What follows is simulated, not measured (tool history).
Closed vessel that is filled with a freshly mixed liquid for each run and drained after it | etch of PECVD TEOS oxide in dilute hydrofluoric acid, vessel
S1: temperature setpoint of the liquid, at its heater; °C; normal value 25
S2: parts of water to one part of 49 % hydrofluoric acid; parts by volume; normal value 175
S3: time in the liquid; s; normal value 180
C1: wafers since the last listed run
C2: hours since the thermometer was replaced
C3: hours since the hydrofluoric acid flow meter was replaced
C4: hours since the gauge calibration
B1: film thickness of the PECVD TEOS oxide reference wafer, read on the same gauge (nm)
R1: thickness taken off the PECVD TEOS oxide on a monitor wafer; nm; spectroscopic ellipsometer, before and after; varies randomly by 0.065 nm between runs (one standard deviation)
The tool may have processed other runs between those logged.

Run 1, day 0: usual settings but S1 27 °C; C1 0; C2 1967.3; C3 824.1; C4 9.3; B1 129.99. Result: R1 17.39 nm.
Run 2, day 0.662: usual settings but S1 27 °C; C1 1581; C2 1983.2; C3 840; C4 25.2; B1 129.99. Result: R1 17.51 nm.
Run 3, day 1.217: usual settings; C1 1322; C2 1996.5; C3 853.3; C4 38.5; B1 130.01. Result: R1 16.26 nm.
Run 4, day 1.488: usual settings; C1 646; C2 2003; C3 859.8; C4 45; B1 129.99. Result: R1 16.21 nm.
Run 5, day 1.8: usual settings; C1 745; C2 2010.5; C3 867.3; C4 52.5; B1 130. Result: R1 16.31 nm.
Run 6, day 2.258: usual settings; C1 1093; C2 2021.5; C3 878.3; C4 63.5; B1 130.01. Result: R1 16.34 nm.
At day 2.654: hydrofluoric acid flow meter replaced.
Run 7, day 2.862: usual settings but S1 21.5 °C; C1 1342; C2 2036; C3 5; C4 78; B1 130.01. Result: R1 12.68 nm.
Run 8, day 3.154: usual settings but S1 21.5 °C; C1 696; C2 2043; C3 12; C4 85; B1 129.99. Result: R1 12.58 nm.
Run 9, day 3.408: usual settings but S2 135 parts by volume, S3 220 s; C1 606; C2 2049.1; C3 18.1; C4 91.1; B1 130.03. Result: R1 24.11 nm.
Run 10, day 4.154: usual settings; C1 1780; C2 2067; C3 36; C4 109; B1 130. Result: R1 14.36 nm.
Run 11, day 4.875: usual settings; C1 1720; C2 2084.3; C3 53.3; C4 126.3; B1 130. Result: R1 14.51 nm.
Run 12, day 5.196: usual settings but S2 150 parts by volume; C1 765; C2 2092; C3 61; C4 134; B1 130.01. Result: R1 17.45 nm.
At day 5.433: thermometer replaced.
Run 13, day 5.488: usual settings; C1 596; C2 1.3; C3 68; C4 141; B1 130. Result: R1 14.58 nm.
At day 5.512: gauge calibrated.
Run 14, day 5.95: usual settings but S1 28 °C, S3 280 s; C1 1103; C2 12.4; C3 79.1; C4 10.5; B1 130. Result: R1 25.44 nm.
Run 15, day 6.342: usual settings; C1 934; C2 21.8; C3 88.5; C4 19.9; B1 129.98. Result: R1 14.65 nm.
Run 16, day 6.888: usual settings but S1 22.5 °C, S3 265 s; C1 1302; C2 34.9; C3 101.6; C4 33; B1 130. Result: R1 19.61 nm.
Run 17, day 7.45: usual settings but S1 27.5 °C, S2 200 parts by volume, S3 95 s; C1 1342; C2 48.4; C3 115.1; C4 46.5; B1 130. Result: R1 7.24 nm.

Consider 5 possible next runs. They are alternatives, not a sequence: every one starts from the tool as it was left by run 17. What does each give?
Run A, day 7.479: usual settings but S1 27.5 °C; C1 69; C2 49.1; C3 115.8; C4 47.2; B1 ?. Result: R1 ?.
Run B, day 7.479: usual settings but S3 110 s; C1 69; C2 49.1; C3 115.8; C4 47.2; B1 ?. Result: R1 ?.
Run C, day 7.479: usual settings but S1 27.5 °C, S2 215 parts by volume, S3 240 s; C1 69; C2 49.1; C3 115.8; C4 47.2; B1 ?. Result: R1 ?.
Run D, day 7.479: usual settings but S1 20 °C, S2 220 parts by volume, S3 220 s; C1 69; C2 49.1; C3 115.8; C4 47.2; B1 ?. Result: R1 ?.
Run E, day 7.479: usual settings but S2 250 parts by volume, S3 230 s; C1 69; C2 49.1; C3 115.8; C4 47.2; B1 ?. Result: R1 ?.

run      B1     R1
  A  130.02  16.05
  B  130.02   8.94
  C  130.02  16.64
  D  130.02  11.25
  E  130.02  12.09
With no hidden state in the tool, these same runs would have given:
run     R1
  A  15.42
  B    8.6
  C  15.97
  D  10.81
  E   11.6

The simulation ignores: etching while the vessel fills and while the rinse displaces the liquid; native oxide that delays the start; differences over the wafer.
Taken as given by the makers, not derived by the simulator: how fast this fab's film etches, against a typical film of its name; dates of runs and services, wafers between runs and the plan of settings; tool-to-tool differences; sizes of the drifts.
